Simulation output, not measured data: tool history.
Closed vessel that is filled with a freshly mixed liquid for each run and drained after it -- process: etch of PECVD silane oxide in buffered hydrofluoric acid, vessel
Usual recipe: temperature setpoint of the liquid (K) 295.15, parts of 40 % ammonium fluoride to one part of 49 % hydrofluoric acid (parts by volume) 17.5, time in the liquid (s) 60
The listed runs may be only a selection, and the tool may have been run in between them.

run    hour  temperature setpoint of the liquid (K)  parts of 40 % ammonium fluoride to one part of 49 % hydrofluoric acid (parts by volume)  time in the liquid (s)  wafers since the last listed run  hours since the thermometer was replaced  hours since the hydrofluoric acid flow meter was replaced  hours since the gauge calibration  read-back film thickness of the PECVD silane oxide reference wafer, read on the same gauge (nm)  thickness taken off the PECVD silane oxide on a monitor wafer (angstrom)
  1     0.0                                  295.15                                                                                     17.5                      60                                 0                                      36.6                                                       28.7                              175.9                                                                                           120.00                                                                     714.2
  2    99.7                                  295.15                                                                                     17.5                      60                              6599                                     136.3                                                      128.4                              275.6                                                                                           120.01                                                                     715.3
  3   205.3                                  295.15                                                                                     17.5                      60                              6990                                     241.9                                                      234.0                              381.2                                                                                           120.03                                                                     715.3
  4   264.0                                  295.15                                                                                     15.5                      60                              3885                                     300.6                                                      292.7                              439.9                                                                                           119.99                                                                     806.5
  5   362.6                                  295.15                                                                                     15.5                      60                              6526                                     399.2                                                      391.3                              538.5                                                                                           120.01                                                                     809.6
  6   451.7                                  295.15                                                                                     17.5                      60                              5898                                     488.3                                                      480.4                              627.6                                                                                           119.96                                                                     720.4
      492.2  -- hydrofluoric acid flow meter replaced
  7   504.9                                  295.15                                                                                     17.5                      60                              3455                                     541.5                                                       12.7                              680.8                                                                                           120.03                                                                     721.0
  8   573.0                                  295.15                                                                                     17.5                      60                              4507                                     609.6                                                       80.8                              748.9                                                                                           119.99                                                                     720.8
  9   652.0                                  295.15                                                                                     17.5                      60                              5229                                     688.6                                                      159.8                              827.9                                                                                           120.02                                                                     723.2
 10   957.5                                  295.15                                                                                     17.5                      60                             20222                                     994.1                                                      465.3                             1133.4                                                                                           119.98                                                                     724.0
      967.8  -- hydrofluoric acid flow meter replaced
 11  1025.8                                  295.15                                                                                     17.5                      60                              4454                                    1062.4                                                       58.0                             1201.7                                                                                           120.02                                                                     728.8
 12  1116.1                                  297.65                                                                                     17.5                      60                              5977                                    1152.7                                                      148.3                             1292.0                                                                                           119.98                                                                     838.7
 13  1163.9                                  292.15                                                                                     17.5                      60                              3164                                    1200.5                                                      196.1                             1339.8                                                                                           119.97                                                                     618.4
     1184.2  -- thermometer replaced
 14  1209.3                                  295.15                                                                                     21.5                      60                              2939                                      25.1                                                      241.5                             1385.2                                                                                           120.01                                                                     593.4
 15  1316.8                                  295.15                                                                                     17.5                      50                              7116                                     132.6                                                      349.0                             1492.7                                                                                           119.99                                                                     593.5
 16  1360.7                                  295.15                                                                                     13.5                      40                              2905                                     176.5                                                      392.9                             1536.6                                                                                           119.98                                                                     615.9
     1459.1  -- hydrofluoric acid flow meter replaced
 17  1466.1                                  293.65                                                                                     17.5                      75                              6910                                     281.9                                                        7.0                             1642.0                                                                                           119.96                                                                     822.6
     1661.8  -- gauge calibrated
 18  1772.2                                  298.15                                                                                     15.0                      70                             20262                                     588.0                                                      313.1                              110.4                                                                                           120.01                                                                    1156.4
 19  1877.2                                  295.15                                                                                     14.5                      60                              6950                                     693.0                                                      418.1                              215.4                                                                                           120.00                                                                     869.0
 20  1924.7                                  291.65                                                                                     24.0                      90                              3144                                     740.5                                                      465.6                              262.9                                                                                           119.98                                                                     683.6
     1981.4  -- hydrofluoric acid flow meter replaced
 21  1994.9                                  290.15                                                                                     11.5                      70                              4580                                     810.7                                                       13.5                              333.1                                                                                           120.04                                                                     956.7
 22  2068.3                                  297.15                                                                                     23.0                      60                              4858                                     884.1                                                       86.9                              406.5                                                                                           120.01                                                                     638.5
 23  2164.4                                  295.15                                                                                     12.0                      60                              6361                                     980.2                                                      183.0                              502.6                                                                                           120.00                                                                    1042.8
 24  2203.7                                  295.15                                                                                     17.5                      60                              2601                                    1019.5                                                      222.3                              541.9                                                                                           120.00                                                                     724.8
 25  2453.1                                  295.15                                                                                     17.5                      60                             16509                                    1268.9                                                      471.7                              791.3                                                                                           119.99                                                                     726.7
 26  2498.6                                  291.15                                                                                     15.5                      50                              3011                                    1314.4                                                      517.2                              836.8                                                                                           119.99                                                                     549.1
 27  2535.3                                  292.15                                                                                     21.5                      40                              2429                                    1351.1                                                      553.9                              873.5                                                                                           120.00                                                                     341.8
     2551.7  -- thermometer replaced
 28  2606.4                                  295.15                                                                                     17.5                      60                              4640                                      54.7                                                      625.0                              944.6                                                                                           119.99                                                                     712.0
     2612.5  -- hydrofluoric acid flow meter replaced
 29  2794.9                                  295.15                                                                                     17.5                      60                             12411                                     243.2                                                      182.4                             1133.1                                                                                           120.02                                                                     718.0

Forecast each of these 4 alternatives for the next run:
  A  2795.6                                  295.15                                                                                     17.5                      60                                46                                     243.9                                                      183.1                             1133.8                                                                                                ?                                                                         ?
  B  2795.6                                  291.15                                                                                     17.5                      85                                46                                     243.9                                                      183.1                             1133.8                                                                                                ?                                                                         ?
  C  2795.6                                  298.15                                                                                     15.0                      50                                46                                     243.9                                                      183.1                             1133.8                                                                                                ?                                                                         ?
  D  2795.6                                  299.15                                                                                     13.0                      35                                46                                     243.9                                                      183.1                             1133.8                                                                                                ?                                                                         ?

run  read-back film thickness of the PECVD silane oxide reference wafer, read on the same gauge (nm)  thickness taken off the PECVD silane oxide on a monitor wafer (angstrom)
  A                                                                                           120.02                                                                     718.7
  B                                                                                           120.02                                                                     813.6
  C                                                                                           120.02                                                                     821.5
  D                                                                                           120.02                                                                     698.4
Had the tool no hidden state, the same runs would have come out as:
run  thickness taken off the PECVD silane oxide on a monitor wafer (angstrom)
  A                                                                     712.8
  B                                                                     806.7
  C                                                                     814.8
  D                                                                     692.8
